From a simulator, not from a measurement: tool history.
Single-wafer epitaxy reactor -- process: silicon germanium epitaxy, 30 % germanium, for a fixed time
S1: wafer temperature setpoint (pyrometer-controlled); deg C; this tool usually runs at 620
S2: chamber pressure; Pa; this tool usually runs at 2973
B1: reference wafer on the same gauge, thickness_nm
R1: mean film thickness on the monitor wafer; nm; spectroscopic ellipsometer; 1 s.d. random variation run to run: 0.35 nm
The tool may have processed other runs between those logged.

{"run": 1, "hour": 0.0, "S1": 620, "S2": 3146, "B1": 108.014, "R1": 86.873}
{"run": 2, "hour": 16.4, "S1": 620, "S2": 3146, "B1": 107.857, "R1": 86.834}
{"run": 3, "hour": 32.5, "S1": 629, "S2": 3160, "B1": 107.918, "R1": 103.866}
{"run": 4, "hour": 62.4, "S1": 629, "S2": 3160, "B1": 108.079, "R1": 103.387}
{"run": 5, "hour": 93.6, "S1": 629, "S2": 3160, "B1": 108.103, "R1": 103.582}
{"run": 6, "hour": 127.7, "S1": 620, "S2": 2973, "B1": 108.007, "R1": 83.365}
{"run": 7, "hour": 143.2, "S1": 620, "S2": 2973, "B1": 107.992, "R1": 83.493}
{"run": 8, "hour": 160.6, "S1": 620, "S2": 2973, "B1": 107.867, "R1": 83.658}
{"run": 9, "hour": 190.8, "S1": 609, "S2": 2973, "B1": 107.937, "R1": 66.419}
{"run": 10, "hour": 240.5, "S1": 610, "S2": 2973, "B1": 108.016, "R1": 67.871}
{"run": 11, "hour": 267.5, "S1": 610, "S2": 2973, "B1": 107.883, "R1": 67.835}
{"hour": 290.2, "done": "capacitance manometer re-zeroed and calibrated"}
{"run": 12, "hour": 290.7, "S1": 610, "S2": 2973, "B1": 108.072, "R1": 70.906}
{"run": 13, "hour": 311.0, "S1": 620, "S2": 2973, "B1": 107.894, "R1": 87.438}
{"run": 14, "hour": 333.5, "S1": 620, "S2": 2973, "B1": 108.058, "R1": 87.207}
{"run": 15, "hour": 346.9, "S1": 620, "S2": 2973, "B1": 107.905, "R1": 87.205}
{"run": 16, "hour": 377.1, "S1": 620, "S2": 3506, "B1": 108.149, "R1": 94.12}
{"run": 17, "hour": 393.1, "S1": 612, "S2": 2973, "B1": 108.167, "R1": 73.655}
{"run": 18, "hour": 426.2, "S1": 629, "S2": 3160, "B1": 108.07, "R1": 107.776}
{"hour": 437.4, "done": "pyrometer calibrated"}
{"run": 19, "hour": 439.5, "S1": 620, "S2": 2973, "B1": 107.897, "R1": 94.622}
{"hour": 454.6, "done": "showerhead replaced"}
{"run": 20, "hour": 470.3, "S1": 620, "S2": 3200, "B1": 107.923, "R1": 97.367}
{"hour": 482.9, "done": "gauge calibrated"}
{"run": 21, "hour": 487.9, "S1": 614, "S2": 2373, "B1": 108.022, "R1": 73.614}
{"run": 22, "hour": 501.5, "S1": 620, "S2": 3413, "B1": 108.027, "R1": 100.221}
{"run": 23, "hour": 525.3, "S1": 608, "S2": 3626, "B1": 107.981, "R1": 81.422}
{"run": 24, "hour": 558.1, "S1": 620, "S2": 2973, "B1": 107.988, "R1": 93.022}
{"run": 25, "hour": 582.7, "S1": 620, "S2": 3493, "B1": 107.835, "R1": 101.337}
{"run": 26, "hour": 603.3, "S1": 613, "S2": 2320, "B1": 107.911, "R1": 69.899}
{"run": 27, "hour": 628.5, "S1": 630, "S2": 3280, "B1": 108.003, "R1": 118.534}
{"run": 28, "hour": 657.1, "S1": 620, "S2": 2973, "B1": 107.914, "R1": 91.996}
{"run": 29, "hour": 676.4, "S1": 627, "S2": 2973, "B1": 108.015, "R1": 105.737}
{"run": 30, "hour": 694.8, "S1": 627, "S2": 3560, "B1": 107.976, "R1": 116.33}
{"run": 31, "hour": 727.9, "S1": 610, "S2": 3213, "B1": 107.969, "R1": 78.02}
{"run": 32, "hour": 743.4, "S1": 610, "S2": 2973, "B1": 107.991, "R1": 74.143}
{"run": 33, "hour": 758.8, "S1": 609, "S2": 2280, "B1": 108.112, "R1": 62.04}
{"run": 34, "hour": 794.1, "S1": 620, "S2": 2466, "B1": 107.909, "R1": 81.736}
{"run": 35, "hour": 807.5, "S1": 606, "S2": 2973, "B1": 108.057, "R1": 68.243}
{"run": 36, "hour": 827.6, "S1": 611, "S2": 2306, "B1": 108.031, "R1": 64.721}

3 options for the next run, each taken on its own from the tool as it stands now. Forecast them:
{"run": "A", "hour": 828.0, "S1": 620, "S2": 3600, "B1": "?", "R1": "?"}
{"run": "B", "hour": 828.0, "S1": 620, "S2": 2226, "B1": "?", "R1": "?"}
{"run": "C", "hour": 828.0, "S1": 608, "S2": 3280, "B1": "?", "R1": "?"}

run=A B1=108.113 R1=100.218
run=B B1=108.113 R1=76.678
run=C B1=108.113 R1=74.785
Had the tool no hidden state, the same runs would have come out as:
run=A R1=107.924
run=B R1=82.574
run=C R1=80.690

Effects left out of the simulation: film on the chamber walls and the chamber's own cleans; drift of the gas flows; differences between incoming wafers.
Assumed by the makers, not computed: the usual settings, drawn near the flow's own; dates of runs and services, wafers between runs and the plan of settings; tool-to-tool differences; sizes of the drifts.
